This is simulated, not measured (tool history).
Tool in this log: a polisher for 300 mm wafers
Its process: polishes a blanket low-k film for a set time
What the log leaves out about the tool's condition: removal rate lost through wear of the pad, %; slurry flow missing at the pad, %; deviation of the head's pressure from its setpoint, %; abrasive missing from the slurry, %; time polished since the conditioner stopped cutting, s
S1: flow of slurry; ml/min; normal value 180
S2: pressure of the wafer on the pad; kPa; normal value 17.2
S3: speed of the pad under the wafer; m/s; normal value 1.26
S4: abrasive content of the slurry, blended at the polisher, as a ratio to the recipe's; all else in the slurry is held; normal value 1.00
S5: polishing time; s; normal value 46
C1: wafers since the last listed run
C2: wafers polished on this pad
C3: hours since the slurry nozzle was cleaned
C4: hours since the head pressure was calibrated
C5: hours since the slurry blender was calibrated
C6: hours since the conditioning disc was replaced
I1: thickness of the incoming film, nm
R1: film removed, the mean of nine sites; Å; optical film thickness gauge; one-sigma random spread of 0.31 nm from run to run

run    hour   S1    S2    S3    S4  S5   C1    C2     C3     C4     C5     C6     I1   R1
  1     0.0  180  17.2  1.26  1.00  46    0   758   15.2  220.6   60.6  152.1  547.2  309
  2    70.6  180  17.2  1.26  1.00  46  625  1384   85.8  291.2  131.2  222.7  539.7  320
  3   135.2  180  17.2  1.26  1.00  46  572  1956  150.4  355.8  195.8  287.3  538.2  316
      151.8  -- slurry blender recalibrated
  4   162.4  180  17.2  1.26  1.00  46  223  2179  177.6  383.0   10.6  314.5  538.5  316
      171.3  -- worn pad replaced by a new one
      193.0  -- slurry nozzle cleaned
  5   208.3  210  17.2  1.26  1.00  46  362   319   15.3  428.9   56.5  360.4  540.2  328
  6   247.9  180  17.2  1.26  1.00  46  350   669   54.9  468.5   96.1  400.0  544.3  314
  7   276.7  180  17.2  1.26  1.00  46  255   925   83.7  497.3  124.9  428.8  531.8  321
      307.6  -- conditioning disc replaced and pad reconditioned
  8   311.7  180  17.2  1.26  1.00  46  292  1217  118.7  532.3  159.9    4.1  538.5  324
  9   364.6  180  17.2  1.26  1.00  46  468  1686  171.6  585.2  212.8   57.0  534.3  324
      372.3  -- slurry blender recalibrated
      375.3  -- worn pad replaced by a new one
      417.2  -- slurry nozzle cleaned
 10   426.8  180  17.2  1.26  1.00  46  498   447    9.6  647.4   54.5  119.2  529.7  324
 11   457.1  180  17.2  1.26  1.00  46  268   715   39.9  677.7   84.8  149.5  547.3  335
 12   522.6  180  17.2  1.26  1.00  46  580  1296  105.4  743.2  150.3  215.0  538.1  347
      532.3  -- head pressure recalibrated
 13   557.7  180  18.6  1.68  1.00  41  293  1589  140.5   25.4  185.4  250.1  541.9  359
 14   606.2  180  17.2  1.26  1.00  46  429  2019  189.0   73.9  233.9  298.6  537.3  304
      629.6  -- worn pad replaced by a new one
      642.0  -- slurry blender recalibrated
 15   654.7  180  22.1  1.26  1.30  57  376   204  237.5  122.4   12.7  347.1  543.6  491
 16   678.7  180  12.4  1.12  0.80  46  212   416  261.5  146.4   36.7  371.1  541.8  208
      689.9  -- slurry nozzle cleaned
 17   721.9  180  11.0  1.02  0.75  46  373   790   32.0  189.6   79.9  414.3  531.2  175
 18   771.2  180  17.2  1.26  1.00  46  436  1227   81.3  238.9  129.2  463.6  538.8  311
 19   816.7  115  17.2  1.26  1.00  46  403  1630  126.8  284.4  174.7  509.1  550.7  283
 20   873.1  180  17.2  1.68  1.00  46  499  2130  183.2  340.8  231.1  565.5  542.9  395
      879.7  -- conditioning disc replaced and pad reconditioned
      881.9  -- worn pad replaced by a new one
      894.3  -- slurry blender recalibrated
 21   931.5  230  17.2  1.14  1.00  46  462   421  241.6  399.2   37.2   51.8  540.9  298
      961.5  -- slurry nozzle cleaned
 22   996.5  220  17.2  1.26  0.90  46  566   988   35.0  464.2  102.2  116.8  541.0  318
 23  1065.1  150  17.2  1.26  1.00  46  607  1596  103.6  532.8  170.8  185.4  545.4  318
     1101.9  -- worn pad replaced by a new one
 24  1126.1  200  15.9  1.26  1.00  52  504   214  164.6  593.8  231.8  246.4  538.2  346
     1146.9  -- slurry blender recalibrated
     1177.5  -- head pressure recalibrated
 25  1188.7  180  17.2  1.26  1.00  46  519   733  227.2   11.2   41.8  309.0  533.5  314

Branching from run 25: 4 alternative next runs. What would each branch give?
  A  1189.1  180  17.2  1.26  1.00  46   1  735  227.6  11.6  42.2  309.4  548.8   ?
  B  1189.1  180  17.2  1.26  0.80  53   1  735  227.6  11.6  42.2  309.4  548.8   ?
  C  1189.1  120  17.2  1.42  1.00  46   1  735  227.6  11.6  42.2  309.4  548.8   ?
  D  1189.1  180  17.2  1.26  0.75  58   1  735  227.6  11.6  42.2  309.4  548.8   ?

run   R1
  A  317
  B  337
  C  321
  D  360
Without the tool's unlogged condition, the same runs would have read:
run   R1
  A  312
  B  331
  C  316
  D  353

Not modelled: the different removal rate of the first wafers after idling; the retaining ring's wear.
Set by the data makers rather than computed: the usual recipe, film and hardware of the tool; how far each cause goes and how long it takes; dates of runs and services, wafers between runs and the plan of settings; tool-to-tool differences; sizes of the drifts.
